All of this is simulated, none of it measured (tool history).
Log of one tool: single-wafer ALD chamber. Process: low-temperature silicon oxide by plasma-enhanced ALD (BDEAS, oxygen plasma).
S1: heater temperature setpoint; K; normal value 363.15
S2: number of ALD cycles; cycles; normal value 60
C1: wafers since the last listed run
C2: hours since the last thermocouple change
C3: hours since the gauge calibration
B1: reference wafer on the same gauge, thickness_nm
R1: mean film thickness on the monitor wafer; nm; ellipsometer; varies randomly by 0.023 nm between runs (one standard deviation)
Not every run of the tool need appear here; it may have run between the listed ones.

{"run": 1, "hour": 0.0, "S1": 363.15, "S2": 60, "C1": 0, "C2": 1799, "C3": 358.3, "B1": 10.364, "R1": 8.945}
{"run": 2, "hour": 13.6, "S1": 363.15, "S2": 60, "C1": 73, "C2": 1812.6, "C3": 371.9, "B1": 10.353, "R1": 8.926}
{"run": 3, "hour": 30.6, "S1": 363.15, "S2": 60, "C1": 91, "C2": 1829.6, "C3": 388.9, "B1": 10.354, "R1": 8.919}
{"run": 4, "hour": 43.8, "S1": 363.15, "S2": 60, "C1": 70, "C2": 1842.8, "C3": 402.1, "B1": 10.344, "R1": 8.915}
{"run": 5, "hour": 57.7, "S1": 363.15, "S2": 60, "C1": 74, "C2": 1856.7, "C3": 416, "B1": 10.333, "R1": 8.886}
{"run": 6, "hour": 72.2, "S1": 363.15, "S2": 60, "C1": 77, "C2": 1871.2, "C3": 430.5, "B1": 10.345, "R1": 8.891}
{"run": 7, "hour": 79.0, "S1": 363.15, "S2": 60, "C1": 36, "C2": 1878, "C3": 437.3, "B1": 10.344, "R1": 8.906}
{"run": 8, "hour": 88.1, "S1": 363.15, "S2": 60, "C1": 48, "C2": 1887.1, "C3": 446.4, "B1": 10.344, "R1": 8.959}
{"run": 9, "hour": 96.0, "S1": 363.15, "S2": 68, "C1": 42, "C2": 1895, "C3": 454.3, "B1": 10.338, "R1": 10.111}
{"run": 10, "hour": 140.2, "S1": 363.15, "S2": 68, "C1": 237, "C2": 1939.2, "C3": 498.5, "B1": 10.321, "R1": 10.102}
{"run": 11, "hour": 156.9, "S1": 363.15, "S2": 60, "C1": 89, "C2": 1955.9, "C3": 515.2, "B1": 10.311, "R1": 8.875}
{"run": 12, "hour": 202.0, "S1": 363.15, "S2": 60, "C1": 242, "C2": 2001, "C3": 560.3, "B1": 10.303, "R1": 8.899}
{"hour": 202.5, "done": "gauge calibrated"}
{"run": 13, "hour": 217.3, "S1": 363.15, "S2": 60, "C1": 82, "C2": 2016.3, "C3": 14.8, "B1": 10.454, "R1": 9.027}
{"run": 14, "hour": 229.2, "S1": 363.15, "S2": 51, "C1": 63, "C2": 2028.2, "C3": 26.7, "B1": 10.456, "R1": 7.645}
{"run": 15, "hour": 236.7, "S1": 363.15, "S2": 51, "C1": 40, "C2": 2035.7, "C3": 34.2, "B1": 10.456, "R1": 7.641}
{"run": 16, "hour": 252.4, "S1": 363.15, "S2": 51, "C1": 84, "C2": 2051.4, "C3": 49.9, "B1": 10.45, "R1": 7.666}
{"run": 17, "hour": 270.0, "S1": 363.15, "S2": 56, "C1": 94, "C2": 2069, "C3": 67.5, "B1": 10.445, "R1": 8.405}
{"run": 18, "hour": 285.5, "S1": 363.15, "S2": 56, "C1": 83, "C2": 2084.5, "C3": 83, "B1": 10.438, "R1": 8.386}
{"run": 19, "hour": 299.8, "S1": 363.15, "S2": 60, "C1": 76, "C2": 2098.8, "C3": 97.3, "B1": 10.438, "R1": 8.944}
{"hour": 312.8, "done": "thermocouple changed; heater temperature recalibrated"}
{"run": 20, "hour": 313.3, "S1": 377.15, "S2": 56, "C1": 29, "C2": 0.5, "C3": 110.8, "B1": 10.436, "R1": 8.055}
{"run": 21, "hour": 316.1, "S1": 363.15, "S2": 56, "C1": 15, "C2": 3.3, "C3": 113.6, "B1": 10.425, "R1": 8.387}
{"run": 22, "hour": 327.0, "S1": 369.15, "S2": 64, "C1": 58, "C2": 14.2, "C3": 124.5, "B1": 10.421, "R1": 9.432}
{"run": 23, "hour": 334.4, "S1": 363.15, "S2": 60, "C1": 39, "C2": 21.6, "C3": 131.9, "B1": 10.43, "R1": 8.995}
{"run": 24, "hour": 348.8, "S1": 363.15, "S2": 52, "C1": 77, "C2": 36, "C3": 146.3, "B1": 10.418, "R1": 7.801}
{"run": 25, "hour": 357.5, "S1": 368.15, "S2": 60, "C1": 46, "C2": 44.7, "C3": 155, "B1": 10.413, "R1": 8.828}
{"run": 26, "hour": 369.2, "S1": 363.15, "S2": 71, "C1": 62, "C2": 56.4, "C3": 166.7, "B1": 10.409, "R1": 10.681}
{"run": 27, "hour": 376.3, "S1": 363.15, "S2": 60, "C1": 38, "C2": 63.5, "C3": 173.8, "B1": 10.418, "R1": 8.97}
{"run": 28, "hour": 387.2, "S1": 373.15, "S2": 71, "C1": 58, "C2": 74.4, "C3": 184.7, "B1": 10.412, "R1": 10.319}
{"run": 29, "hour": 399.6, "S1": 363.15, "S2": 60, "C1": 66, "C2": 86.8, "C3": 197.1, "B1": 10.414, "R1": 8.981}
{"run": 30, "hour": 406.6, "S1": 363.15, "S2": 60, "C1": 37, "C2": 93.8, "C3": 204.1, "B1": 10.395, "R1": 8.951}
{"run": 31, "hour": 422.0, "S1": 352.15, "S2": 51, "C1": 82, "C2": 109.2, "C3": 219.5, "B1": 10.406, "R1": 7.879}
{"run": 32, "hour": 429.8, "S1": 371.15, "S2": 52, "C1": 41, "C2": 117, "C3": 227.3, "B1": 10.395, "R1": 7.572}
{"run": 33, "hour": 445.6, "S1": 377.15, "S2": 60, "C1": 84, "C2": 132.8, "C3": 243.1, "B1": 10.392, "R1": 8.579}
{"run": 34, "hour": 484.1, "S1": 349.15, "S2": 50, "C1": 206, "C2": 171.3, "C3": 281.6, "B1": 10.376, "R1": 7.76}
{"run": 35, "hour": 499.2, "S1": 357.15, "S2": 51, "C1": 81, "C2": 186.4, "C3": 296.7, "B1": 10.377, "R1": 7.757}
{"run": 36, "hour": 508.3, "S1": 357.15, "S2": 51, "C1": 48, "C2": 195.5, "C3": 305.8, "B1": 10.379, "R1": 7.734}
{"run": 37, "hour": 524.6, "S1": 373.15, "S2": 60, "C1": 87, "C2": 211.8, "C3": 322.1, "B1": 10.368, "R1": 8.67}
{"run": 38, "hour": 534.9, "S1": 363.15, "S2": 53, "C1": 55, "C2": 222.1, "C3": 332.4, "B1": 10.378, "R1": 7.894}

Predict each of these 3 candidate next runs independently; none follows another, all start after run 38:
{"run": "A", "hour": 535.4, "S1": 363.15, "S2": 60, "C1": 2, "C2": 222.6, "C3": 332.9, "B1": "?", "R1": "?"}
{"run": "B", "hour": 535.4, "S1": 370.15, "S2": 60, "C1": 2, "C2": 222.6, "C3": 332.9, "B1": "?", "R1": "?"}
{"run": "C", "hour": 535.4, "S1": 371.15, "S2": 66, "C1": 2, "C2": 222.6, "C3": 332.9, "B1": "?", "R1": "?"}

run=A B1=10.365 R1=8.911
run=B B1=10.365 R1=8.72
run=C B1=10.365 R1=9.562
What these runs would have given with no unlogged condition in the tool:
run=A R1=8.988
run=B R1=8.795
run=C R1=9.644
